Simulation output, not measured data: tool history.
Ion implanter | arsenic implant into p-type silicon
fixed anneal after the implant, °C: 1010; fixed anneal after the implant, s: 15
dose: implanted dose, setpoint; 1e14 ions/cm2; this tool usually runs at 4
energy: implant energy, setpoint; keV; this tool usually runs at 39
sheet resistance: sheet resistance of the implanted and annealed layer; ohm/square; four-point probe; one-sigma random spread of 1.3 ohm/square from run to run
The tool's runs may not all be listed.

run,day,dose,energy,wafers since the last listed run,hours since the last dose calibration,hours since the extraction supply was calibrated,hours since the gauge calibration,"read-back reference wafer on the same gauge, sheet resistance",sheet resistance
1,0,3.37,39,0,409.5,3403.9,393.6,257.54,285.84
2,1.029,3.37,39,488,434.2,3428.6,418.3,258.16,287.73
3,1.529,3.37,39,237,446.2,3440.6,430.3,257.89,290.51
4,2.696,4,39,553,474.2,3468.6,458.3,258.27,251.53
5,3.796,4,39,521,500.6,3495,484.7,257.97,252.88
6,4.633,4,39,397,520.7,3515.1,504.8,258,253.09
7,5.475,3.52,39,399,540.9,3535.3,525,258.26,281.62
8,6.079,3.52,39,286,555.4,3549.8,539.5,258.08,282.51
9,7.288,3.55,39,573,584.4,3578.8,568.5,257.82,277.92
10,7.817,4,39,250,597.1,3591.5,581.2,257.63,255.95
11,9.029,4,28.5,575,626.2,3620.6,610.3,258.21,266.44
12,9.946,4,28.5,434,648.2,3642.6,632.3,258.24,267.36
13,11.283,4,28.5,634,680.3,3674.7,664.4,257.64,268.5
14,11.983,4,39,332,697.1,3691.5,681.2,258.09,255.58
15,12.979,4,39,472,721,3715.4,705.1,257.96,254.97
16,14.171,4,39,565,749.6,3744,733.7,258.19,254.21
# day 14.742: extraction supply calibrated
17,15.383,4,39,416,778.7,15.4,762.8,258.12,254.28
18,16.258,4.87,39,415,799.7,36.4,783.8,258.64,220.87
19,17.579,3.38,28,626,831.4,68.1,815.5,257.92,303.69
20,18.454,4,39,415,852.4,89.1,836.5,257.81,253.89
# day 18.688: gauge calibrated
21,19.308,4,26.5,405,872.9,109.6,14.9,257.34,269.7
22,19.829,4.49,39,247,885.4,122.1,27.4,257.72,234.71
23,21.038,3.56,45,573,914.4,151.1,56.4,257.82,273.96
# day 21.533: Faraday cup replaced and dose calibrated
24,21.588,4,39,102,1.3,164.3,69.6,258.23,250.18
25,22.2,3.28,43,290,16,179,84.3,258.05,283.68
26,23.592,4.7,28,660,49.4,212.4,117.7,258.18,231.3
27,24.288,4,46,330,66.1,229.1,134.4,257.53,246.15
28,25.312,3.34,30,486,90.7,253.7,159,258.45,297.75
29,25.879,3.37,44,268,104.3,267.3,172.6,258.24,278.04
30,27.292,3.47,43.5,669,138.2,301.2,206.5,258.51,276.6

Branching from run 30: 5 alternative next runs. What would each branch give?
A,27.308,4,39,7,138.6,301.6,206.9,?,?
B,27.308,5.16,34,7,138.6,301.6,206.9,?,?
C,27.308,4.58,39,7,138.6,301.6,206.9,?,?
D,27.308,4.82,35,7,138.6,301.6,206.9,?,?
E,27.308,5.01,46.5,7,138.6,301.6,206.9,?,?

run,"read-back reference wafer on the same gauge, sheet resistance",sheet resistance
A,258.32,251.37
B,258.32,211.5
C,258.32,226.8
D,258.32,221.73
E,258.32,206.34
Take away the tool's hidden state, keep each run's random variation, and the runs would have read:
run,sheet resistance
A,248.55
B,209.13
C,224.25
D,219.24
E,204

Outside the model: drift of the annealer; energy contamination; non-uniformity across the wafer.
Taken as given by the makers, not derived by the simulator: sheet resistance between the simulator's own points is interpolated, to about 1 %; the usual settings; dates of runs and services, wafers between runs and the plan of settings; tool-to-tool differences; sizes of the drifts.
